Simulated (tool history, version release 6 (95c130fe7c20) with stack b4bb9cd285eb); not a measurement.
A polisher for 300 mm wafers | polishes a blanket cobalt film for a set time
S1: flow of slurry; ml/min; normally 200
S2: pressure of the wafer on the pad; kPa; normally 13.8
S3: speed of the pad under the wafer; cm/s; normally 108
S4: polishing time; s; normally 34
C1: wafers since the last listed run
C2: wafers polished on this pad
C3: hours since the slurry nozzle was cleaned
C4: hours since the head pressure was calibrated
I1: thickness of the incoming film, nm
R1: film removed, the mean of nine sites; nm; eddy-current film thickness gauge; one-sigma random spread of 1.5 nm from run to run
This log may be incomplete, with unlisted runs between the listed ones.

| run | day | S1 | S2 | S3 | S4 | C1 | C2 | C3 | C4 | I1 | R1 |
|---|---|---|---|---|---|---|---|---|---|---|---|
| 1 | 0.000 | 200 | 13.8 | 108 | 34 | 0 | 951 | 77.2 | 332.3 | 1178.1 | 149.5 |
| 2 | 1.238 | 200 | 13.8 | 108 | 34 | 396 | 1347 | 106.9 | 362.0 | 1188.0 | 146.7 |
|  | 1.883 | head pressure recalibrated |
| 3 | 2.617 | 170 | 13.8 | 108 | 34 | 414 | 1761 | 140.0 | 17.6 | 1173.7 | 141.5 |
| 4 | 3.621 | 170 | 13.8 | 108 | 34 | 321 | 2083 | 164.1 | 41.7 | 1186.0 | 141.1 |
| 5 | 5.575 | 200 | 13.8 | 108 | 34 | 625 | 2708 | 211.0 | 88.6 | 1200.2 | 143.8 |
|  | 6.208 | worn pad replaced by a new one |
| 6 | 8.258 | 200 | 13.8 | 128 | 34 | 805 | 656 | 275.4 | 153.0 | 1192.2 | 180.3 |
| 7 | 10.488 | 200 | 13.8 | 128 | 34 | 713 | 1369 | 328.9 | 206.5 | 1208.2 | 174.8 |
| 8 | 12.221 | 200 | 15.9 | 108 | 34 | 554 | 1924 | 370.5 | 248.1 | 1173.9 | 167.4 |
|  | 14.054 | worn pad replaced by a new one |
| 9 | 15.142 | 200 | 15.9 | 108 | 34 | 881 | 348 | 440.6 | 318.2 | 1179.1 | 176.0 |
|  | 15.879 | head pressure recalibrated |
| 10 | 16.454 | 200 | 13.8 | 108 | 34 | 393 | 741 | 472.1 | 13.8 | 1187.2 | 148.1 |
| 11 | 19.079 | 200 | 13.8 | 108 | 34 | 840 | 1581 | 535.1 | 76.8 | 1187.8 | 145.4 |
| 12 | 20.458 | 200 | 13.8 | 108 | 34 | 441 | 2023 | 568.2 | 109.9 | 1181.8 | 144.1 |
|  | 21.462 | worn pad replaced by a new one |
| 13 | 22.650 | 220 | 13.8 | 108 | 28 | 648 | 380 | 620.8 | 162.5 | 1176.9 | 132.2 |
| 14 | 23.992 | 135 | 16.5 | 108 | 41 | 429 | 809 | 653.0 | 194.7 | 1208.8 | 204.7 |
| 15 | 25.000 | 135 | 16.5 | 108 | 41 | 322 | 1132 | 677.2 | 218.9 | 1199.2 | 198.2 |
| 16 | 27.692 | 200 | 13.8 | 108 | 34 | 861 | 1994 | 741.8 | 283.5 | 1197.6 | 145.5 |
|  | 30.029 | slurry nozzle cleaned |
|  | 30.058 | worn pad replaced by a new one |
| 17 | 30.412 | 200 | 9.0 | 88 | 34 | 848 | 113 | 9.2 | 348.8 | 1173.7 | 88.9 |
| 18 | 31.496 | 200 | 17.2 | 108 | 40 | 346 | 460 | 35.2 | 374.8 | 1184.5 | 223.6 |
|  | 32.996 | head pressure recalibrated |
| 19 | 33.325 | 200 | 13.8 | 120 | 29 | 558 | 1019 | 79.1 | 7.9 | 1193.7 | 137.7 |
| 20 | 35.808 | 200 | 13.8 | 128 | 34 | 794 | 1814 | 138.7 | 67.5 | 1192.0 | 166.9 |
| 21 | 38.275 | 170 | 9.7 | 126 | 28 | 789 | 2603 | 197.9 | 126.7 | 1178.8 | 93.9 |
|  | 39.146 | worn pad replaced by a new one |
| 22 | 39.379 | 140 | 9.7 | 132 | 24 | 300 | 74 | 224.4 | 153.2 | 1193.7 | 90.5 |
| 23 | 40.642 | 175 | 12.4 | 94 | 41 | 404 | 478 | 254.7 | 183.5 | 1198.5 | 144.1 |
| 24 | 42.208 | 200 | 15.9 | 70 | 44 | 501 | 979 | 292.3 | 221.1 | 1184.5 | 148.8 |

Consider 3 possible next runs. They are alternatives, not a sequence: every one starts from the tool as it was left by run 24. What does each give?
| A | 42.225 | 200 | 13.8 | 108 | 34 | 5 | 985 | 292.7 | 221.5 | 1203.4 | ? |
| B | 42.225 | 200 | 13.8 | 108 | 28 | 5 | 985 | 292.7 | 221.5 | 1203.4 | ? |
| C | 42.225 | 255 | 13.8 | 108 | 38 | 5 | 985 | 292.7 | 221.5 | 1203.4 | ? |

| run | R1 |
|---|---|
| A | 148.3 |
| B | 122.1 |
| C | 170.9 |
Had the tool no hidden state, the same runs would have come out as:
| run | R1 |
|---|---|
| A | 164.0 |
| B | 135.0 |
| C | 189.0 |

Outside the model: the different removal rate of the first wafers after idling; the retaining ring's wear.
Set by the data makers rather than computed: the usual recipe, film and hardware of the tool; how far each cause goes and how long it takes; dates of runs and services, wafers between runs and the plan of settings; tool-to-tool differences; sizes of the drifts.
